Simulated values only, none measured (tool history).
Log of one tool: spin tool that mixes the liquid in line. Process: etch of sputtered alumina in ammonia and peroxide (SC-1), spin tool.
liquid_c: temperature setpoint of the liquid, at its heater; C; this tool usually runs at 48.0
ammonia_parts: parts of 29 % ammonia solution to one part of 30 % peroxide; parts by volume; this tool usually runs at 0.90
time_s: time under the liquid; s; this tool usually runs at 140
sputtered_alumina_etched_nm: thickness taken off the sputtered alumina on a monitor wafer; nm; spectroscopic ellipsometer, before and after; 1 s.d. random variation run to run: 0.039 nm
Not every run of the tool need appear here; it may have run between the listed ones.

run	hour	liquid_c	ammonia_parts	time_s	wafers since the last listed run	hours since the thermometer was replaced	hours since the ammonia flow meter was replaced	hours since the heated supply line was repaired	hours since the drum of ammonia solution was connected	hours since the gauge calibration	read-back film thickness of the sputtered alumina reference wafer, read on the same gauge (nm)	sputtered_alumina_etched_nm
1	0.0	48.0	0.90	140	0	972.8	1432.7	2123.3	42.2	1599.7	140.02	6.30
2	47.2	48.0	0.90	140	518	1020.0	1479.9	2170.5	89.4	1646.9	139.99	6.34
3	134.6	48.0	0.90	140	960	1107.4	1567.3	2257.9	176.8	1734.3	140.02	6.31
4	174.1	48.0	0.90	140	434	1146.9	1606.8	2297.4	216.3	1773.8	140.00	6.26
5	212.7	48.0	1.10	140	424	1185.5	1645.4	2336.0	254.9	1812.4	140.00	6.40
# hour 393.1: heated supply line repaired
6	509.1	48.0	0.90	140	3247	1481.9	1941.8	116.0	551.3	2108.8	140.02	6.51
# hour 593.3: new drum of ammonia solution connected
7	612.1	41.0	0.55	140	1121	1584.9	2044.8	219.0	18.8	2211.8	140.01	4.18
8	651.1	53.0	0.90	140	428	1623.9	2083.8	258.0	57.8	2250.8	139.99	8.57
9	722.1	48.0	0.90	140	780	1694.9	2154.8	329.0	128.8	2321.8	139.99	6.60
10	768.9	44.5	0.90	220	514	1741.7	2201.6	375.8	175.6	2368.6	140.02	8.59
# hour 809.1: ammonia flow meter replaced
11	839.6	57.0	1.20	140	766	1812.4	30.5	446.5	246.3	2439.3	139.98	10.91
12	900.2	39.5	0.90	180	666	1873.0	91.1	507.1	306.9	2499.9	139.99	5.21
13	993.5	48.0	0.45	140	1025	1966.3	184.4	600.4	400.2	2593.2	140.00	6.17
14	1050.4	51.0	0.60	215	625	2023.2	241.3	657.3	457.1	2650.1	140.00	11.50
# hour 1054.7: thermometer replaced
# hour 1083.5: gauge calibrated
15	1132.6	48.0	0.90	60	892	77.9	323.5	739.5	539.3	49.1	140.00	2.69
# hour 1145.7: new drum of ammonia solution connected
16	1182.1	48.0	0.90	190	533	127.4	373.0	789.0	36.4	98.6	140.00	8.40
17	1275.2	48.0	0.90	140	1023	220.5	466.1	882.1	129.5	191.7	140.02	6.15
18	1339.0	55.5	0.90	110	701	284.3	529.9	945.9	193.3	255.5	140.01	7.47
19	1396.1	41.5	1.15	180	627	341.4	587.0	1003.0	250.4	312.6	140.03	5.73
20	1438.5	41.5	1.15	180	466	383.8	629.4	1045.4	292.8	355.0	139.98	5.71
21	1523.4	53.5	1.20	205	933	468.7	714.3	1130.3	377.7	439.9	140.00	12.76
22	1604.3	48.0	0.90	190	889	549.6	795.2	1211.2	458.6	520.8	139.99	8.52
# hour 1647.8: new drum of ammonia solution connected
23	1710.1	56.5	0.75	170	1152	655.4	901.0	1317.0	62.3	626.6	139.99	11.84
24	1778.0	48.0	0.90	140	746	723.3	968.9	1384.9	130.2	694.5	140.01	6.26
25	1850.0	38.5	0.90	180	791	795.3	1040.9	1456.9	202.2	766.5	140.01	4.70

Predict each of these 3 candidate next runs independently; none follows another, all start after run 25:
A	1850.5	48.0	0.90	140	5	795.8	1041.4	1457.4	202.7	767.0	?	?
B	1850.5	48.0	1.05	140	5	795.8	1041.4	1457.4	202.7	767.0	?	?
C	1850.5	42.0	0.80	140	5	795.8	1041.4	1457.4	202.7	767.0	?	?

run	read-back film thickness of the sputtered alumina reference wafer, read on the same gauge (nm)	sputtered_alumina_etched_nm
A	139.98	6.27
B	139.98	6.36
C	139.98	4.41
Without the tool's hidden state the same runs would have given:
run	sputtered_alumina_etched_nm
A	6.25
B	6.34
C	4.39
